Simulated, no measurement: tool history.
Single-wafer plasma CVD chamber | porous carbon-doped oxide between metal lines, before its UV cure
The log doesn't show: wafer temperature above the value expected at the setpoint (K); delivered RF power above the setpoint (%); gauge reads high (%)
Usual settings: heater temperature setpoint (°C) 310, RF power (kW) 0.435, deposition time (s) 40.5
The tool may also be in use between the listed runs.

| run | hour | heater temperature setpoint (°C) | RF power (kW) | deposition time (s) | wafers since the last listed run | hours since the last thermocouple change | hours since the last RF generator calibration | hours since the showerhead was replaced | hours since the gauge calibration | read-back reference wafer on the same gauge, thickness_nm | mean film thickness on the monitor wafer (nm) |
|---|---|---|---|---|---|---|---|---|---|---|---|
| 1 | 0 | 310 | 0.435 | 38.5 | 0 | 188.8 | 2100.2 | 6119.4 | 1367.8 | 188.965 | 159.126 |
| 2 | 51 | 310 | 0.435 | 38.5 | 799 | 239.8 | 2151.2 | 6170.4 | 1418.8 | 188.825 | 158.593 |
| 3 | 110 | 310 | 0.435 | 38.5 | 925 | 298.8 | 2210.2 | 6229.4 | 1477.8 | 188.777 | 158.149 |
| 4 | 274.1 | 310 | 0.435 | 40.5 | 2572 | 462.9 | 2374.3 | 6393.5 | 1641.9 | 188.893 | 163.504 |
| 5 | 323.6 | 310 | 0.435 | 40.5 | 776 | 512.4 | 2423.8 | 6443 | 1691.4 | 188.858 | 164.342 |
| 6 | 373.5 | 302 | 0.435 | 40.5 | 782 | 562.3 | 2473.7 | 6492.9 | 1741.3 | 189.007 | 172.524 |
| 7 | 416.8 | 302 | 0.435 | 40.5 | 678 | 605.6 | 2517 | 6536.2 | 1784.6 | 189.293 | 171.391 |
| 8 | 457 | 302 | 0.435 | 40.5 | 630 | 645.8 | 2557.2 | 6576.4 | 1824.8 | 189.134 | 171.145 |
|  | 470.6 | RF generator calibrated |
|  | 483.6 | gauge calibrated |
| 9 | 500.9 | 310 | 0.435 | 40.5 | 562 | 689.7 | 30.3 | 6620.3 | 17.3 | 188.757 | 172.672 |
| 10 | 572.5 | 310 | 0.435 | 40.5 | 1122 | 761.3 | 101.9 | 6691.9 | 88.9 | 189.027 | 172.596 |
| 11 | 598.9 | 310 | 0.435 | 40.5 | 413 | 787.7 | 128.3 | 6718.3 | 115.3 | 188.884 | 173.958 |
| 12 | 665.1 | 310 | 0.435 | 40.5 | 1037 | 853.9 | 194.5 | 6784.5 | 181.5 | 189.113 | 173.289 |
| 13 | 701.1 | 310 | 0.435 | 40.5 | 564 | 889.9 | 230.5 | 6820.5 | 217.5 | 189.043 | 172.749 |
| 14 | 735.8 | 310 | 0.435 | 40.5 | 544 | 924.6 | 265.2 | 6855.2 | 252.2 | 189.15 | 172.305 |
| 15 | 783.9 | 296 | 0.475 | 34.5 | 754 | 972.7 | 313.3 | 6903.3 | 300.3 | 189.021 | 171.895 |
| 16 | 820.8 | 322 | 0.505 | 37.7 | 578 | 1009.6 | 350.2 | 6940.2 | 337.2 | 188.84 | 172.256 |
| 17 | 875.8 | 299 | 0.435 | 40.5 | 862 | 1064.6 | 405.2 | 6995.2 | 392.2 | 189.222 | 184.037 |
| 18 | 935.9 | 301 | 0.435 | 48 | 942 | 1124.7 | 465.3 | 7055.3 | 452.3 | 189.046 | 213.483 |
| 19 | 972.8 | 310 | 0.435 | 40.5 | 578 | 1161.6 | 502.2 | 7092.2 | 489.2 | 188.909 | 169.394 |
| 20 | 1002.8 | 310 | 0.48 | 38.1 | 470 | 1191.6 | 532.2 | 7122.2 | 519.2 | 188.721 | 176.073 |
| 21 | 1044.4 | 310 | 0.405 | 40.5 | 652 | 1233.2 | 573.8 | 7163.8 | 560.8 | 189.123 | 157.472 |
| 22 | 1104.9 | 321 | 0.395 | 36.6 | 948 | 1293.7 | 634.3 | 7224.3 | 621.3 | 189.068 | 131.858 |
| 23 | 1138.5 | 321 | 0.36 | 40.5 | 526 | 1327.3 | 667.9 | 7257.9 | 654.9 | 188.838 | 131 |
| 24 | 1205.4 | 323 | 0.385 | 34.7 | 1048 | 1394.2 | 734.8 | 7324.8 | 721.8 | 189.068 | 119.74 |
|  | 1223 | thermocouple changed; heater temperature recalibrated |
| 25 | 1268.8 | 297 | 0.435 | 48.2 | 868 | 45.8 | 798.2 | 7388.2 | 785.2 | 189.042 | 221.993 |
| 26 | 1309.2 | 315 | 0.435 | 40.5 | 633 | 86.2 | 838.6 | 7428.6 | 825.6 | 188.975 | 167.153 |
| 27 | 1352.9 | 319 | 0.41 | 34.8 | 685 | 129.9 | 882.3 | 7472.3 | 869.3 | 188.946 | 133.08 |
| 28 | 1412 | 304 | 0.435 | 32.5 | 926 | 189 | 941.4 | 7531.4 | 928.4 | 189.164 | 144.538 |
|  | 1444.7 | showerhead replaced |
| 29 | 1549.5 | 305 | 0.435 | 46.2 | 2030 | 326.5 | 1078.9 | 104.8 | 1065.9 | 188.891 | 200.214 |
| 30 | 1703.1 | 310 | 0.435 | 40.5 | 2408 | 480.1 | 1232.5 | 258.4 | 1219.5 | 188.808 | 169.093 |
| 31 | 1765.5 | 302 | 0.5 | 37 | 978 | 542.5 | 1294.9 | 320.8 | 1281.9 | 188.819 | 184.154 |
| 32 | 1801.7 | 300 | 0.435 | 48.1 | 567 | 578.7 | 1331.1 | 357 | 1318.1 | 189.192 | 212.255 |
| 33 | 1832.8 | 310 | 0.485 | 46.5 | 487 | 609.8 | 1362.2 | 388.1 | 1349.2 | 189.017 | 214.204 |
| 34 | 1887.7 | 305 | 0.435 | 40.5 | 860 | 664.7 | 1417.1 | 443 | 1404.1 | 188.852 | 174.173 |
| 35 | 1955.8 | 320 | 0.405 | 42.9 | 1067 | 732.8 | 1485.2 | 511.1 | 1472.2 | 188.942 | 155.216 |

Measured less the same run without the tool's hidden state. The same run-to-run variation is in both; the gauge's scatter may not be:
| run | mean film thickness on the monitor wafer (nm) |
|---|---|
| 1 | -10.451 |
| 2 | -10.82 |
| 3 | -11.256 |
| 4 | -12.991 |
| 5 | -13.471 |
| 6 | -14.718 |
| 7 | -15.01 |
| 8 | -15.35 |
| 9 | -3.69 |
| 10 | -4.256 |
| 11 | -4.501 |
| 12 | -5.014 |
| 13 | -5.286 |
| 14 | -5.55 |
| 15 | -5.988 |
| 16 | -5.595 |
| 17 | -7.495 |
| 18 | -9.205 |
| 19 | -7.335 |
| 20 | -7.397 |
| 21 | -7.351 |
| 22 | -6.405 |
| 23 | -6.577 |
| 24 | -6.363 |
| 25 | -7.036 |
| 26 | -5.53 |
| 27 | -4.647 |
| 28 | -5.55 |
| 29 | -9.022 |
| 30 | -8.793 |
| 31 | -9.2 |
| 32 | -12.308 |
| 33 | -11.241 |
| 34 | -10.759 |
| 35 | -9.927 |

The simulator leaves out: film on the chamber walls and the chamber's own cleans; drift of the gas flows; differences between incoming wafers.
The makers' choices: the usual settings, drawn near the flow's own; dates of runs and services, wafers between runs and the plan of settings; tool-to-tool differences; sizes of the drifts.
